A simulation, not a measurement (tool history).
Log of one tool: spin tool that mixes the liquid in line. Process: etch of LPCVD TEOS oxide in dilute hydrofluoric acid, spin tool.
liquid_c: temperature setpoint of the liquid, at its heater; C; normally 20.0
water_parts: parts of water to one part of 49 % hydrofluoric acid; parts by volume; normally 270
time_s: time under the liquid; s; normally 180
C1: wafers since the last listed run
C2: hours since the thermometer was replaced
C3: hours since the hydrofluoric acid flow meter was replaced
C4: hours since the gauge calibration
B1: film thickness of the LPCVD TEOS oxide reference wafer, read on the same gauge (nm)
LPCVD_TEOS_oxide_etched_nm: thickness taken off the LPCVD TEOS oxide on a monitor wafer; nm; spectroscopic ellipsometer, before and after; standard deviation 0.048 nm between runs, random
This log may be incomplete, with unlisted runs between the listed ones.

run 1 hour=0.0 | liquid_c=20.0 water_parts=270 time_s=145 | C1=0 C2=1363.5 C3=251.6 C4=727.9 | B1=89.97 | LPCVD_TEOS_oxide_etched_nm=5.61
run 2 hour=46.5 | liquid_c=20.0 water_parts=270 time_s=145 | C1=460 C2=1410.0 C3=298.1 C4=774.4 | B1=90.01 | LPCVD_TEOS_oxide_etched_nm=5.59
run 3 hour=90.7 | liquid_c=20.0 water_parts=270 time_s=180 | C1=438 C2=1454.2 C3=342.3 C4=818.6 | B1=89.99 | LPCVD_TEOS_oxide_etched_nm=6.96
run 4 hour=115.6 | liquid_c=20.0 water_parts=270 time_s=180 | C1=246 C2=1479.1 C3=367.2 C4=843.5 | B1=90.01 | LPCVD_TEOS_oxide_etched_nm=6.88
run 5 hour=172.6 | liquid_c=20.0 water_parts=270 time_s=180 | C1=564 C2=1536.1 C3=424.2 C4=900.5 | B1=90.02 | LPCVD_TEOS_oxide_etched_nm=6.80
run 6 hour=199.6 | liquid_c=20.0 water_parts=225 time_s=180 | C1=267 C2=1563.1 C3=451.2 C4=927.5 | B1=90.03 | LPCVD_TEOS_oxide_etched_nm=8.56
run 7 hour=254.7 | liquid_c=20.0 water_parts=225 time_s=180 | C1=546 C2=1618.2 C3=506.3 C4=982.6 | B1=90.06 | LPCVD_TEOS_oxide_etched_nm=8.58
run 8 hour=318.5 | liquid_c=20.0 water_parts=225 time_s=180 | C1=632 C2=1682.0 C3=570.1 C4=1046.4 | B1=90.02 | LPCVD_TEOS_oxide_etched_nm=8.48
run 9 hour=358.3 | liquid_c=22.0 water_parts=270 time_s=210 | C1=394 C2=1721.8 C3=609.9 C4=1086.2 | B1=89.96 | LPCVD_TEOS_oxide_etched_nm=8.51
run 10 hour=386.9 | liquid_c=20.0 water_parts=360 time_s=180 | C1=283 C2=1750.4 C3=638.5 C4=1114.8 | B1=89.98 | LPCVD_TEOS_oxide_etched_nm=4.68
run 11 hour=433.7 | liquid_c=20.0 water_parts=360 time_s=180 | C1=463 C2=1797.2 C3=685.3 C4=1161.6 | B1=90.01 | LPCVD_TEOS_oxide_etched_nm=4.61
run 12 hour=498.0 | liquid_c=20.0 water_parts=340 time_s=180 | C1=637 C2=1861.5 C3=749.6 C4=1225.9 | B1=90.02 | LPCVD_TEOS_oxide_etched_nm=4.92
run 13 hour=531.2 | liquid_c=20.0 water_parts=340 time_s=180 | C1=329 C2=1894.7 C3=782.8 C4=1259.1 | B1=89.95 | LPCVD_TEOS_oxide_etched_nm=4.92
run 14 hour=555.8 | liquid_c=20.0 water_parts=340 time_s=180 | C1=243 C2=1919.3 C3=807.4 C4=1283.7 | B1=89.97 | LPCVD_TEOS_oxide_etched_nm=4.96
run 15 hour=619.1 | liquid_c=20.0 water_parts=270 time_s=180 | C1=627 C2=1982.6 C3=870.7 C4=1347.0 | B1=89.98 | LPCVD_TEOS_oxide_etched_nm=6.64
run 16 hour=690.4 | liquid_c=23.5 water_parts=180 time_s=120 | C1=706 C2=2053.9 C3=942.0 C4=1418.3 | B1=89.98 | LPCVD_TEOS_oxide_etched_nm=8.29
run 17 hour=732.6 | liquid_c=17.5 water_parts=165 time_s=115 | C1=418 C2=2096.1 C3=984.2 C4=1460.5 | B1=90.01 | LPCVD_TEOS_oxide_etched_nm=6.99
-- hour=774.6 hydrofluoric acid flow meter replaced
run 18 hour=789.3 | liquid_c=23.0 water_parts=215 time_s=120 | C1=552 C2=2152.8 C3=14.7 C4=1517.2 | B1=90.02 | LPCVD_TEOS_oxide_etched_nm=7.06
run 19 hour=825.2 | liquid_c=20.0 water_parts=170 time_s=180 | C1=355 C2=2188.7 C3=50.6 C4=1553.1 | B1=90.00 | LPCVD_TEOS_oxide_etched_nm=12.56
run 20 hour=896.5 | liquid_c=20.0 water_parts=270 time_s=110 | C1=706 C2=2260.0 C3=121.9 C4=1624.4 | B1=89.97 | LPCVD_TEOS_oxide_etched_nm=4.36
-- hour=896.6 gauge calibrated
run 21 hour=928.6 | liquid_c=20.0 water_parts=185 time_s=100 | C1=318 C2=2292.1 C3=154.0 C4=32.0 | B1=90.03 | LPCVD_TEOS_oxide_etched_nm=6.21
run 22 hour=967.3 | liquid_c=20.0 water_parts=270 time_s=180 | C1=383 C2=2330.8 C3=192.7 C4=70.7 | B1=90.01 | LPCVD_TEOS_oxide_etched_nm=7.00
run 23 hour=996.0 | liquid_c=20.0 water_parts=365 time_s=225 | C1=284 C2=2359.5 C3=221.4 C4=99.4 | B1=89.99 | LPCVD_TEOS_oxide_etched_nm=6.03
-- hour=1030.5 thermometer replaced
run 24 hour=1203.4 | liquid_c=17.0 water_parts=270 time_s=260 | C1=2045 C2=172.9 C3=428.8 C4=306.8 | B1=89.97 | LPCVD_TEOS_oxide_etched_nm=9.00
run 25 hour=1253.8 | liquid_c=20.0 water_parts=270 time_s=110 | C1=499 C2=223.3 C3=479.2 C4=357.2 | B1=90.01 | LPCVD_TEOS_oxide_etched_nm=4.22
run 26 hour=1292.4 | liquid_c=23.0 water_parts=215 time_s=120 | C1=382 C2=261.9 C3=517.8 C4=395.8 | B1=90.01 | LPCVD_TEOS_oxide_etched_nm=6.76
run 27 hour=1359.8 | liquid_c=17.5 water_parts=340 time_s=135 | C1=668 C2=329.3 C3=585.2 C4=463.2 | B1=89.94 | LPCVD_TEOS_oxide_etched_nm=3.51
run 28 hour=1407.1 | liquid_c=22.5 water_parts=195 time_s=115 | C1=468 C2=376.6 C3=632.5 C4=510.5 | B1=90.02 | LPCVD_TEOS_oxide_etched_nm=7.12
run 29 hour=1469.5 | liquid_c=22.5 water_parts=165 time_s=180 | C1=618 C2=439.0 C3=694.9 C4=572.9 | B1=90.00 | LPCVD_TEOS_oxide_etched_nm=13.89
run 30 hour=1514.8 | liquid_c=20.0 water_parts=270 time_s=180 | C1=449 C2=484.3 C3=740.2 C4=618.2 | B1=90.00 | LPCVD_TEOS_oxide_etched_nm=6.85
run 31 hour=1570.7 | liquid_c=20.0 water_parts=185 time_s=100 | C1=554 C2=540.2 C3=796.1 C4=674.1 | B1=89.99 | LPCVD_TEOS_oxide_etched_nm=5.98
run 32 hour=1597.2 | liquid_c=20.0 water_parts=270 time_s=105 | C1=262 C2=566.7 C3=822.6 C4=700.6 | B1=90.01 | LPCVD_TEOS_oxide_etched_nm=3.94

Branching from run 32: 5 alternative next runs. What would each branch give?
run A hour=1597.7 | liquid_c=20.0 water_parts=270 time_s=180 | C1=4 C2=567.2 C3=823.1 C4=701.1 | B1=? | LPCVD_TEOS_oxide_etched_nm=?
run B hour=1597.7 | liquid_c=17.0 water_parts=270 time_s=100 | C1=4 C2=567.2 C3=823.1 C4=701.1 | B1=? | LPCVD_TEOS_oxide_etched_nm=?
run C hour=1597.7 | liquid_c=22.5 water_parts=400 time_s=100 | C1=4 C2=567.2 C3=823.1 C4=701.1 | B1=? | LPCVD_TEOS_oxide_etched_nm=?
run D hour=1597.7 | liquid_c=20.0 water_parts=270 time_s=125 | C1=4 C2=567.2 C3=823.1 C4=701.1 | B1=? | LPCVD_TEOS_oxide_etched_nm=?
run E hour=1597.7 | liquid_c=20.0 water_parts=155 time_s=280 | C1=4 C2=567.2 C3=823.1 C4=701.1 | B1=? | LPCVD_TEOS_oxide_etched_nm=?

run=A B1=90.00 LPCVD_TEOS_oxide_etched_nm=6.69
run=B B1=90.00 LPCVD_TEOS_oxide_etched_nm=3.32
run=C B1=90.00 LPCVD_TEOS_oxide_etched_nm=2.42
run=D B1=90.00 LPCVD_TEOS_oxide_etched_nm=4.64
run=E B1=90.00 LPCVD_TEOS_oxide_etched_nm=20.36
Without the tool's hidden state the same runs would have given:
run=A LPCVD_TEOS_oxide_etched_nm=7.19
run=B LPCVD_TEOS_oxide_etched_nm=3.56
run=C LPCVD_TEOS_oxide_etched_nm=2.62
run=D LPCVD_TEOS_oxide_etched_nm=4.99
run=E LPCVD_TEOS_oxide_etched_nm=21.77

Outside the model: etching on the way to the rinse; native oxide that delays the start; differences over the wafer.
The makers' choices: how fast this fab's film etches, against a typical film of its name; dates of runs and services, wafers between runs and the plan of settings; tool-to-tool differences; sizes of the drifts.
